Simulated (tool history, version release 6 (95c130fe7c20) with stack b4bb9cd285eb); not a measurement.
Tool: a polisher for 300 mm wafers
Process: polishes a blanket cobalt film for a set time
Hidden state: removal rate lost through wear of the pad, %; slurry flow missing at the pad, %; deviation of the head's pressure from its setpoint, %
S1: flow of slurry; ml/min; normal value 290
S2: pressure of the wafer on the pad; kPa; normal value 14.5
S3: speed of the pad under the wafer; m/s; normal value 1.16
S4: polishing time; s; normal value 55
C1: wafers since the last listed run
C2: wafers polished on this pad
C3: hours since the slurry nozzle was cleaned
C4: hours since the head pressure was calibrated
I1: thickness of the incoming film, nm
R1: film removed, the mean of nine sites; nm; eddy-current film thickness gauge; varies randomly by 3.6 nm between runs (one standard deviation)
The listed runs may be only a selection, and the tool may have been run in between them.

run   hour   S1    S2    S3  S4   C1   C2     C3      C4      I1     R1
  1    0.0  360  14.5  1.16  55    0  777  405.5  1197.0  1153.1  266.4
       4.8  -- worn pad replaced by a new one
  2   15.3  290  14.5  1.16  55   76   71  420.8  1212.3  1190.5  273.7
  3   28.5  290  14.5  1.16  55   89  160  434.0  1225.5  1185.8  278.7
  4   42.7  290  14.5  1.16  55   96  257  448.2  1239.7  1167.5  272.3
  5   55.3  290  14.5  1.08  55   85  342  460.8  1252.3  1155.9  259.6
  6   70.3  290  14.5  1.16  48  101  444  475.8  1267.3  1157.5  230.9
  7   80.1  220  14.5  1.16  55   66  510  485.6  1277.1  1160.1  259.1
  8   87.2  290  14.5  1.16  46   48  558  492.7  1284.2  1162.6  223.1
      91.8  -- slurry nozzle cleaned
  9  104.8  290  14.5  1.16  46  112  671   13.0  1301.8  1169.0  219.4
     111.0  -- worn pad replaced by a new one
 10  116.2  290  14.5  1.16  55   50   35   24.4  1313.2  1166.8  280.9
 11  125.1  380  14.5  1.16  70   60   95   33.3  1322.1  1180.7  360.9
 12  132.9  290  14.5  1.16  55   52  148   41.1  1329.9  1152.9  275.3
 13  141.8  290  19.3  1.16  55   60  208   50.0  1338.8  1189.6  366.6
 14  152.7  205  16.5  1.40  43   73  282   60.9  1349.7  1181.1  278.2
 15  164.5  290  12.4  0.86  55   79  362   72.7  1361.5  1150.3  174.2
     171.4  -- head pressure recalibrated
 16  174.2  330  14.5  0.90  50   52  414   82.4     2.8  1166.7  192.6
 17  187.7  325  17.9  1.16  55   91  506   95.9    16.3  1162.1  332.7
 18  195.9  290  11.7  1.50  55   55  562  104.1    24.5  1177.1  283.2
 19  208.0  290  14.5  1.16  55   82  644  116.2    36.6  1168.3  262.9
     217.6  -- worn pad replaced by a new one
 20  220.9  290  15.9  1.16  55   60   22  129.1    49.5  1181.6  304.6

Describe how what the log doesn't record of the tool's condition differs between the last listed run preceding each entry between runs and the first listed run following it.
Run 1 -> run 2: worn pad replaced by a new one (hour 4.8)
  removal rate lost through wear of the pad, %: 7.75 -> 1.35
  measured less the result without the state, R1: -22.4 -> -3.8 nm
Run 8 -> run 9: slurry nozzle cleaned (hour 91.8)
  removal rate lost through wear of the pad, %: 6.04 -> 7.19
  measured less the result without the state, R1: -14.3 -> -17.0 nm
Run 9 -> run 10: worn pad replaced by a new one (hour 111.0)
  removal rate lost through wear of the pad, %: 7.19 -> 0.655
  measured less the result without the state, R1: -17.0 -> -1.9 nm
Run 15 -> run 16: head pressure recalibrated (hour 171.4)
  removal rate lost through wear of the pad, %: 3.81 -> 4.44
  measured less the result without the state, R1: -6.9 -> -8.9 nm
Run 19 -> run 20: worn pad replaced by a new one (hour 217.6)
  removal rate lost through wear of the pad, %: 6.65 -> 1.72
  measured less the result without the state, R1: -18.7 -> -5.3 nm
